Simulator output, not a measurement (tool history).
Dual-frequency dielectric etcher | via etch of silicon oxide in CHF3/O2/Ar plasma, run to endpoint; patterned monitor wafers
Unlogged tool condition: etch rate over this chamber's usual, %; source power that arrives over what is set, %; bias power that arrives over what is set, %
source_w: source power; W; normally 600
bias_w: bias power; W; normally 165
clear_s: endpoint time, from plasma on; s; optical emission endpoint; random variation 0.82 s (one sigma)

| run | hour | source_w | bias_w | wafers since the last listed run | hours since the last wet clean | hours since the last source power generator calibration | hours since the last bias power generator calibration | hours since the last upper electrode change | incoming incoming film thickness, nm | clear_s |
|---|---|---|---|---|---|---|---|---|---|---|
| 1 | 0 | 600 | 165 | 0 | 167.3 | 4007.1 | 1703.7 | 2393.8 | 567 | 270.6 |
| 2 | 31.4 | 600 | 165 | 114 | 198.7 | 4038.5 | 1735.1 | 2425.2 | 560.8 | 265.3 |
| 3 | 47.2 | 600 | 165 | 57 | 214.5 | 4054.3 | 1750.9 | 2441 | 563.1 | 265.1 |
| 4 | 74.4 | 600 | 165 | 99 | 241.7 | 4081.5 | 1778.1 | 2468.2 | 571 | 269.4 |
| 5 | 99.2 | 600 | 165 | 90 | 266.5 | 4106.3 | 1802.9 | 2493 | 562.1 | 264 |
| 6 | 123.2 | 600 | 165 | 87 | 290.5 | 4130.3 | 1826.9 | 2517 | 568.1 | 268 |
| 7 | 168.2 | 600 | 165 | 164 | 335.5 | 4175.3 | 1871.9 | 2562 | 564.9 | 263.6 |
| 8 | 183.2 | 600 | 165 | 54 | 350.5 | 4190.3 | 1886.9 | 2577 | 569.7 | 265.8 |
|  | 191.4 | source power generator calibrated |
| 9 | 203.9 | 700 | 165 | 60 | 371.2 | 12.5 | 1907.6 | 2597.7 | 570.1 | 257 |
|  | 251.9 | wet clean of the chamber |
| 10 | 252.4 | 600 | 165 | 89 | 0.5 | 61 | 1956.1 | 2646.2 | 567.8 | 276.1 |
| 11 | 259 | 600 | 165 | 24 | 7.1 | 67.6 | 1962.7 | 2652.8 | 571.6 | 275.2 |
|  | 318.2 | upper electrode replaced |
| 12 | 325.9 | 600 | 165 | 156 | 74 | 134.5 | 2029.6 | 7.7 | 566.8 | 272.4 |
|  | 338.3 | bias power generator calibrated |
| 13 | 343.3 | 600 | 165 | 48 | 91.4 | 151.9 | 5 | 25.1 | 571.5 | 274.7 |
| 14 | 378 | 600 | 204 | 126 | 126.1 | 186.6 | 39.7 | 59.8 | 571.3 | 247 |
| 15 | 395.2 | 510 | 182 | 62 | 143.3 | 203.8 | 56.9 | 77 | 567 | 267.7 |
| 16 | 420.7 | 460 | 197 | 92 | 168.8 | 229.3 | 82.4 | 102.5 | 567.8 | 262.4 |
| 17 | 449.1 | 600 | 165 | 103 | 197.2 | 257.7 | 110.8 | 130.9 | 568.2 | 270.3 |
| 18 | 516.1 | 560 | 197 | 244 | 264.2 | 324.7 | 177.8 | 197.9 | 569.3 | 250 |
| 19 | 528.1 | 750 | 130 | 43 | 276.2 | 336.7 | 189.8 | 209.9 | 556.3 | 278.1 |
| 20 | 544.3 | 560 | 138 | 59 | 292.4 | 352.9 | 206 | 226.1 | 565 | 292.8 |
| 21 | 569.7 | 600 | 150 | 92 | 317.8 | 378.3 | 231.4 | 251.5 | 565.8 | 276.9 |
| 22 | 591.6 | 660 | 165 | 79 | 339.7 | 400.2 | 253.3 | 273.4 | 568.7 | 260.2 |
| 23 | 627.3 | 720 | 141 | 130 | 375.4 | 435.9 | 289 | 309.1 | 568.8 | 275.7 |

Here are 3 independent what-if runs from the current tool condition. What would each one return?
| A | 627.8 | 600 | 165 | 1 | 375.9 | 436.4 | 289.5 | 309.6 | 564.7 | ? |
| B | 627.8 | 670 | 165 | 1 | 375.9 | 436.4 | 289.5 | 309.6 | 564.7 | ? |
| C | 627.8 | 470 | 187 | 1 | 375.9 | 436.4 | 289.5 | 309.6 | 564.7 | ? |

| run | clear_s |
|---|---|
| A | 263.9 |
| B | 257.5 |
| C | 261.4 |
With no hidden state in the tool, these same runs would have given:
| run | clear_s |
|---|---|
| A | 272.6 |
| B | 266.1 |
| C | 270.1 |
